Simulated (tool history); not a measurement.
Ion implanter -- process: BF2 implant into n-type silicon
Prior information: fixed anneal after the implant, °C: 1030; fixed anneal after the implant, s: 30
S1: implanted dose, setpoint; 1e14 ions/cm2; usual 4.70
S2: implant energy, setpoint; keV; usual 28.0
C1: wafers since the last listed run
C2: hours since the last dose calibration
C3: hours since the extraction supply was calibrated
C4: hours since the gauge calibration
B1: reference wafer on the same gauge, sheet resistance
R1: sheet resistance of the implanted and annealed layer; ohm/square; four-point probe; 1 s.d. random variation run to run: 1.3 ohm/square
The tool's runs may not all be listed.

Run 1, hour 0.0: usual settings but S1 4.38 1e14 ions/cm2, S2 32.0 keV; C1 0; C2 1201.8; C3 3898.1; C4 1443.2; B1 213.87. Result: R1 256.84 ohm/square.
Run 2, hour 84.6: usual settings but S1 4.38 1e14 ions/cm2, S2 32.0 keV; C1 829; C2 1286.4; C3 3982.7; C4 1527.8; B1 213.45. Result: R1 254.65 ohm/square.
Run 3, hour 155.3: usual settings; C1 693; C2 1357.1; C3 4053.4; C4 1598.5; B1 214.36. Result: R1 244.22 ohm/square.
Run 4, hour 258.5: usual settings; C1 1012; C2 1460.3; C3 4156.6; C4 1701.7; B1 214.06. Result: R1 244.41 ohm/square.
Run 5, hour 305.6: usual settings; C1 461; C2 1507.4; C3 4203.7; C4 1748.8; B1 214.30. Result: R1 244.39 ohm/square.
Run 6, hour 404.7: usual settings; C1 971; C2 1606.5; C3 4302.8; C4 1847.9; B1 214.19. Result: R1 241.43 ohm/square.
Run 7, hour 479.5: usual settings but S2 33.0 keV; C1 733; C2 1681.3; C3 4377.6; C4 1922.7; B1 214.00. Result: R1 239.28 ohm/square.
Run 8, hour 535.9: usual settings but S2 35.5 keV; C1 553; C2 1737.7; C3 4434.0; C4 1979.1; B1 213.80. Result: R1 234.56 ohm/square.
At hour 626.1: gauge calibrated.
Run 9, hour 626.8: usual settings but S2 35.5 keV; C1 891; C2 1828.6; C3 4524.9; C4 0.7; B1 213.76. Result: R1 236.64 ohm/square.
Run 10, hour 715.5: usual settings but S1 4.05 1e14 ions/cm2, S2 34.0 keV; C1 869; C2 1917.3; C3 4613.6; C4 89.4; B1 214.01. Result: R1 269.37 ohm/square.
Run 11, hour 818.7: usual settings but S1 4.05 1e14 ions/cm2, S2 34.0 keV; C1 1012; C2 2020.5; C3 4716.8; C4 192.6; B1 214.47. Result: R1 269.46 ohm/square.
Run 12, hour 865.1: usual settings but S1 4.05 1e14 ions/cm2, S2 34.0 keV; C1 455; C2 2066.9; C3 4763.2; C4 239.0; B1 214.20. Result: R1 271.24 ohm/square.
Run 13, hour 914.1: usual settings but S2 31.5 keV; C1 480; C2 2115.9; C3 4812.2; C4 288.0; B1 214.18. Result: R1 238.06 ohm/square.
Run 14, hour 1091.8: usual settings but S2 31.5 keV; C1 1742; C2 2293.6; C3 4989.9; C4 465.7; B1 214.08. Result: R1 238.53 ohm/square.
Run 15, hour 1161.7: usual settings; C1 685; C2 2363.5; C3 5059.8; C4 535.6; B1 214.27. Result: R1 239.16 ohm/square.
Run 16, hour 1233.6: usual settings; C1 705; C2 2435.4; C3 5131.7; C4 607.5; B1 214.46. Result: R1 240.38 ohm/square.
Run 17, hour 1295.0: usual settings but S2 22.0 keV; C1 602; C2 2496.8; C3 5193.1; C4 668.9; B1 214.32. Result: R1 243.37 ohm/square.
Run 18, hour 1376.4: usual settings but S1 6.05 1e14 ions/cm2, S2 21.5 keV; C1 798; C2 2578.2; C3 5274.5; C4 750.3; B1 214.26. Result: R1 200.38 ohm/square.
At hour 1451.5: Faraday cup replaced and dose calibrated.
Run 19, hour 1452.0: usual settings; C1 662; C2 0.5; C3 5350.1; C4 825.9; B1 214.10. Result: R1 250.07 ohm/square.
Run 20, hour 1505.5: usual settings but S1 5.71 1e14 ions/cm2; C1 524; C2 54.0; C3 5403.6; C4 879.4; B1 214.42. Result: R1 211.72 ohm/square.
At hour 1546.6: extraction supply calibrated.
Run 21, hour 1575.6: usual settings but S1 4.29 1e14 ions/cm2, S2 33.5 keV; C1 608; C2 124.1; C3 29.0; C4 949.5; B1 214.08. Result: R1 263.38 ohm/square.
Run 22, hour 1619.6: usual settings but S1 4.33 1e14 ions/cm2, S2 35.5 keV; C1 431; C2 168.1; C3 73.0; C4 993.5; B1 213.53. Result: R1 262.58 ohm/square.
Run 23, hour 1678.9: usual settings but S2 35.5 keV; C1 581; C2 227.4; C3 132.3; C4 1052.8; B1 214.20. Result: R1 243.62 ohm/square.
Run 24, hour 1757.6: usual settings but S1 3.55 1e14 ions/cm2, S2 34.0 keV; C1 771; C2 306.1; C3 211.0; C4 1131.5; B1 214.77. Result: R1 309.54 ohm/square.
Run 25, hour 1821.9: usual settings but S1 3.65 1e14 ions/cm2; C1 630; C2 370.4; C3 275.3; C4 1195.8; B1 213.77. Result: R1 307.53 ohm/square.
Run 26, hour 1914.0: usual settings but S1 5.68 1e14 ions/cm2, S2 34.0 keV; C1 903; C2 462.5; C3 367.4; C4 1287.9; B1 213.57. Result: R1 205.18 ohm/square.
Run 27, hour 1979.3: usual settings but S1 5.10 1e14 ions/cm2; C1 640; C2 527.8; C3 432.7; C4 1353.2; B1 214.02. Result: R1 234.33 ohm/square.
Run 28, hour 2037.7: usual settings; C1 572; C2 586.2; C3 491.1; C4 1411.6; B1 214.12. Result: R1 247.56 ohm/square.

5 ways to go on from here, each from the tool as it stands after run 28. What would each give?
Run A, hour 2038.1: usual settings but S1 3.45 1e14 ions/cm2; C1 3; C2 586.6; C3 491.5; C4 1412.0; B1 ?. Result: R1 ?.
Run B, hour 2038.1: usual settings but S1 5.84 1e14 ions/cm2, S2 34.5 keV; C1 3; C2 586.6; C3 491.5; C4 1412.0; B1 ?. Result: R1 ?.
Run C, hour 2038.1: usual settings but S1 5.81 1e14 ions/cm2; C1 3; C2 586.6; C3 491.5; C4 1412.0; B1 ?. Result: R1 ?.
Run D, hour 2038.1: usual settings but S1 5.26 1e14 ions/cm2, S2 19.5 keV; C1 3; C2 586.6; C3 491.5; C4 1412.0; B1 ?. Result: R1 ?.
Run E, hour 2038.1: usual settings but S1 4.29 1e14 ions/cm2, S2 21.5 keV; C1 3; C2 586.6; C3 491.5; C4 1412.0; B1 ?. Result: R1 ?.

run      B1      R1
  A  213.91  320.16
  B  213.91  200.90
  C  213.91  206.27
  D  213.91  233.91
  E  213.91  272.79
With the hidden condition removed and each run's random variation left untouched, the same runs would have given:
run      R1
  A  321.89
  B  201.99
  C  207.36
  D  235.09
  E  274.24

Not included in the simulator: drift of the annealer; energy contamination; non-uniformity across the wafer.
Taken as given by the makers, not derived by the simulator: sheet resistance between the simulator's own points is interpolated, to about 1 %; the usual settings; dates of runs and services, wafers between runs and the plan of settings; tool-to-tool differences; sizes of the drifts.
